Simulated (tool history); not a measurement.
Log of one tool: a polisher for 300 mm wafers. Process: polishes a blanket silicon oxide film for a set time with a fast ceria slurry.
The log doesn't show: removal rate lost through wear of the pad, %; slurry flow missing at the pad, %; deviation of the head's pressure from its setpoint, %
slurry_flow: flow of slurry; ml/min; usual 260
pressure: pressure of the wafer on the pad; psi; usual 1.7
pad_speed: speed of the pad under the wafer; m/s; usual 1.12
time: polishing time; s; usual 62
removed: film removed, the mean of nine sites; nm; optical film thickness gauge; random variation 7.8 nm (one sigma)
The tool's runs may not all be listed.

| run | hour | slurry_flow | pressure | pad_speed | time | wafers since the last listed run | wafers polished on this pad | hours since the slurry nozzle was cleaned | hours since the head pressure was calibrated | incoming thickness of the incoming film, nm | removed |
|---|---|---|---|---|---|---|---|---|---|---|---|
| 1 | 0 | 260 | 1.7 | 1.12 | 62 | 0 | 1185 | 30.2 | 599.3 | 2041.8 | 614.8 |
| 2 | 68.5 | 260 | 1.7 | 1.12 | 62 | 697 | 1882 | 98.7 | 667.8 | 2037 | 600.1 |
|  | 77.9 | worn pad replaced by a new one |
| 3 | 123 | 300 | 1.7 | 1.12 | 62 | 513 | 459 | 153.2 | 722.3 | 2030.3 | 601.7 |
| 4 | 193.3 | 300 | 1.7 | 1.12 | 62 | 715 | 1174 | 223.5 | 792.6 | 2067.1 | 603.4 |
| 5 | 238.3 | 300 | 1.7 | 1.12 | 62 | 457 | 1632 | 268.5 | 837.6 | 2088.9 | 572.4 |
|  | 258.3 | slurry nozzle cleaned |
| 6 | 262.6 | 260 | 1.7 | 1.12 | 62 | 237 | 1869 | 4.3 | 861.9 | 2055.7 | 583.8 |
|  | 267.8 | worn pad replaced by a new one |
| 7 | 309.7 | 260 | 1.7 | 1.12 | 62 | 438 | 426 | 51.4 | 909 | 2081.2 | 598.8 |
| 8 | 346.7 | 260 | 1.7 | 1.12 | 62 | 376 | 802 | 88.4 | 946 | 2039 | 591.1 |
| 9 | 413.2 | 260 | 1.7 | 1.12 | 62 | 676 | 1479 | 154.9 | 1012.5 | 2069.6 | 579.9 |
|  | 423.6 | head pressure recalibrated |
| 10 | 440.6 | 260 | 1.7 | 1.12 | 62 | 258 | 1737 | 182.3 | 17 | 2100.1 | 647.5 |
|  | 456 | worn pad replaced by a new one |
| 11 | 473.5 | 260 | 1.7 | 1.12 | 62 | 294 | 178 | 215.2 | 49.9 | 2057 | 629.6 |
| 12 | 524.5 | 260 | 2.1 | 1.12 | 49 | 518 | 697 | 266.2 | 100.9 | 2042.5 | 587.8 |
|  | 572 | slurry nozzle cleaned |
| 13 | 590.4 | 260 | 1.7 | 1.12 | 62 | 660 | 1357 | 18.4 | 166.8 | 2043.9 | 644.7 |
| 14 | 619.8 | 260 | 2.1 | 1.12 | 62 | 299 | 1656 | 47.8 | 196.2 | 2055.4 | 760 |
| 15 | 673.9 | 260 | 1.7 | 1.12 | 80 | 550 | 2207 | 101.9 | 250.3 | 2060.1 | 808.2 |
|  | 695.3 | worn pad replaced by a new one |
| 16 | 711.9 | 260 | 1.7 | 1.38 | 56 | 345 | 169 | 139.9 | 288.3 | 2048.1 | 704.4 |
| 17 | 749.6 | 180 | 1.4 | 0.8 | 53 | 383 | 552 | 177.6 | 326 | 2046.5 | 313.3 |
| 18 | 820.2 | 260 | 1.7 | 1.12 | 62 | 718 | 1271 | 248.2 | 396.6 | 2065.5 | 601.9 |
| 19 | 857.4 | 175 | 1.9 | 1.34 | 82 | 378 | 1649 | 285.4 | 433.8 | 2067.8 | 996.8 |
|  | 868.7 | slurry nozzle cleaned |
| 20 | 897.5 | 320 | 1.4 | 1.26 | 74 | 397 | 2047 | 28.8 | 473.9 | 2044.2 | 738.3 |
|  | 925.9 | worn pad replaced by a new one |
| 21 | 937.8 | 340 | 1.7 | 1.12 | 62 | 369 | 121 | 69.1 | 514.2 | 2044.7 | 642.7 |
| 22 | 1053.3 | 260 | 1.7 | 1.12 | 62 | 1175 | 1296 | 184.6 | 629.7 | 2059.1 | 613.2 |
| 23 | 1094.5 | 260 | 1.7 | 1.12 | 42 | 419 | 1715 | 225.8 | 670.9 | 2068.4 | 412.4 |

Forecast each of these 5 alternatives for the next run:
| A | 1094.9 | 260 | 1.7 | 1.12 | 62 | 4 | 1719 | 226.2 | 671.3 | 2060.7 | ? |
| B | 1094.9 | 350 | 1.3 | 0.82 | 83 | 4 | 1719 | 226.2 | 671.3 | 2060.7 | ? |
| C | 1094.9 | 260 | 1.3 | 0.9 | 80 | 4 | 1719 | 226.2 | 671.3 | 2060.7 | ? |
| D | 1094.9 | 260 | 1.2 | 1.02 | 62 | 4 | 1719 | 226.2 | 671.3 | 2060.7 | ? |
| E | 1094.9 | 260 | 2.1 | 1.12 | 53 | 4 | 1719 | 226.2 | 671.3 | 2060.7 | ? |

| run | removed |
|---|---|
| A | 616.2 |
| B | 495.1 |
| C | 506.1 |
| D | 412.7 |
| E | 639.1 |
Without the tool's hidden state the same runs would have given:
| run | removed |
|---|---|
| A | 648.8 |
| B | 518 |
| C | 532.9 |
| D | 434.5 |
| E | 673 |
